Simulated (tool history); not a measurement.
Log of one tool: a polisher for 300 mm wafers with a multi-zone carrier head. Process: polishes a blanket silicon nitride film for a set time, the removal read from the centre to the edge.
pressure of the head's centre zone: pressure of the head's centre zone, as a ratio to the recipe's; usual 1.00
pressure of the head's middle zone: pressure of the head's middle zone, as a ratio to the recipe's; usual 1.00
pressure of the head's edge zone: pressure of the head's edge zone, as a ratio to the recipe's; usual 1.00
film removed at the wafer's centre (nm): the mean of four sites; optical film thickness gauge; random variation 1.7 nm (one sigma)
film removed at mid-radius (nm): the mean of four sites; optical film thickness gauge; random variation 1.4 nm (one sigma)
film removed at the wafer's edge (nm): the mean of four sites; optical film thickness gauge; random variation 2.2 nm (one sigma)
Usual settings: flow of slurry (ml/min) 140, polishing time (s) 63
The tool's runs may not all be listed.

run	hour	flow of slurry (ml/min)	pressure of the head's centre zone	pressure of the head's middle zone	pressure of the head's edge zone	polishing time (s)	wafers since the last listed run	wafers polished on this pad	hours since the slurry nozzle was cleaned	hours since the centre zone pressure was calibrated	hours since the edge zone pressure was calibrated	hours since the carrier head's membrane was replaced	incoming thickness of the incoming film, nm	film removed at the wafer's centre (nm)	film removed at mid-radius (nm)	film removed at the wafer's edge (nm)
1	0.0	140	1.00	1.00	1.00	63	0	115	89.1	1202.4	1073.1	650.5	738.8	128.8	147.5	141.8
2	34.0	140	1.00	1.00	1.00	63	313	429	123.1	1236.4	1107.1	684.5	748.3	127.8	144.7	144.4
3	54.4	140	1.00	1.00	1.00	63	188	617	143.5	1256.8	1127.5	704.9	750.9	128.4	145.7	144.9
4	90.1	140	1.00	1.00	1.00	63	329	946	179.2	1292.5	1163.2	740.6	749.1	131.1	148.9	144.8
# hour 126.4: centre zone pressure recalibrated
5	139.5	140	0.96	1.00	1.00	51	437	1383	228.6	13.1	1212.6	790.0	744.2	115.8	118.3	113.9
6	158.6	140	1.00	1.00	0.94	63	176	1559	247.7	32.2	1231.7	809.1	749.0	144.8	144.1	142.4
# hour 208.6: worn pad replaced by a new one
7	209.1	140	1.00	1.09	0.90	63	428	4	298.2	82.7	1282.2	859.6	745.9	143.4	153.8	136.9
8	233.5	140	1.00	0.95	1.00	63	225	229	322.6	107.1	1306.6	884.0	751.7	142.6	139.0	141.1
# hour 239.7: edge zone pressure recalibrated
9	323.4	140	1.00	1.00	1.00	63	810	1040	412.5	197.0	83.7	973.9	745.2	136.7	145.4	144.8
# hour 331.8: slurry nozzle cleaned
10	366.4	155	1.09	1.07	1.05	63	387	1428	34.6	240.0	126.7	1016.9	744.0	153.7	157.2	149.9
11	398.3	140	0.91	1.00	1.00	63	294	1722	66.5	271.9	158.6	1048.8	746.0	126.6	146.4	144.6
# hour 409.3: worn pad replaced by a new one
# hour 417.4: carrier head's membrane replaced by a new one
12	425.5	170	1.00	1.07	1.08	63	167	103	93.7	299.1	185.8	8.1	754.5	142.6	162.1	155.8
13	491.7	110	1.00	0.92	1.00	72	610	714	159.9	365.3	252.0	74.3	747.4	144.5	148.5	159.3
14	505.9	140	1.09	1.00	1.00	47	130	844	174.1	379.5	266.2	88.5	764.5	112.4	110.1	108.9
15	536.7	140	1.00	1.08	1.00	57	284	1129	204.9	410.3	297.0	119.3	756.3	123.4	141.4	127.5
16	598.6	110	1.00	0.92	1.00	72	570	1700	266.8	472.2	358.9	181.2	759.5	141.5	147.1	160.8
17	624.5	140	0.91	1.10	0.94	45	238	1938	292.7	498.1	384.8	207.1	737.1	87.2	113.8	100.7
# hour 636.7: worn pad replaced by a new one
18	637.2	120	1.00	0.91	1.00	63	80	4	305.4	510.8	397.5	219.8	759.7	128.8	131.2	140.9
19	655.8	155	1.09	1.07	1.05	63	171	176	324.0	529.4	416.1	238.4	761.8	148.6	154.5	150.3
20	677.9	140	1.00	1.00	1.00	63	203	380	346.1	551.5	438.2	260.5	746.0	131.7	144.9	140.9
21	695.8	140	1.00	0.93	1.00	63	165	545	364.0	569.4	456.1	278.4	760.7	134.0	137.1	144.0
22	713.9	140	1.00	1.00	1.00	63	166	712	382.1	587.5	474.2	296.5	737.0	131.8	146.6	145.5
# hour 718.5: slurry nozzle cleaned
23	726.1	140	1.00	1.00	0.96	63	103	815	7.6	599.7	486.4	308.7	740.2	133.1	145.4	143.3

3 ways to go on from here, each from the tool as it stands after run 23. What would each give?
A	726.5	140	0.90	1.00	1.00	63	3	819	8.0	600.1	486.8	309.1	752.2	?	?	?
B	726.5	140	1.04	1.00	0.94	76	3	819	8.0	600.1	486.8	309.1	752.2	?	?	?
C	726.5	95	0.94	1.00	1.00	51	3	819	8.0	600.1	486.8	309.1	752.2	?	?	?

run	film removed at the wafer's centre (nm)	film removed at mid-radius (nm)	film removed at the wafer's edge (nm)
A	122.0	145.8	143.5
B	170.5	175.8	168.0
C	91.0	105.7	107.6
Without the tool's hidden state the same runs would have given:
run	film removed at the wafer's centre (nm)	film removed at mid-radius (nm)	film removed at the wafer's edge (nm)
A	133.4	145.7	143.5
B	186.2	175.7	168.0
C	99.5	105.6	107.6
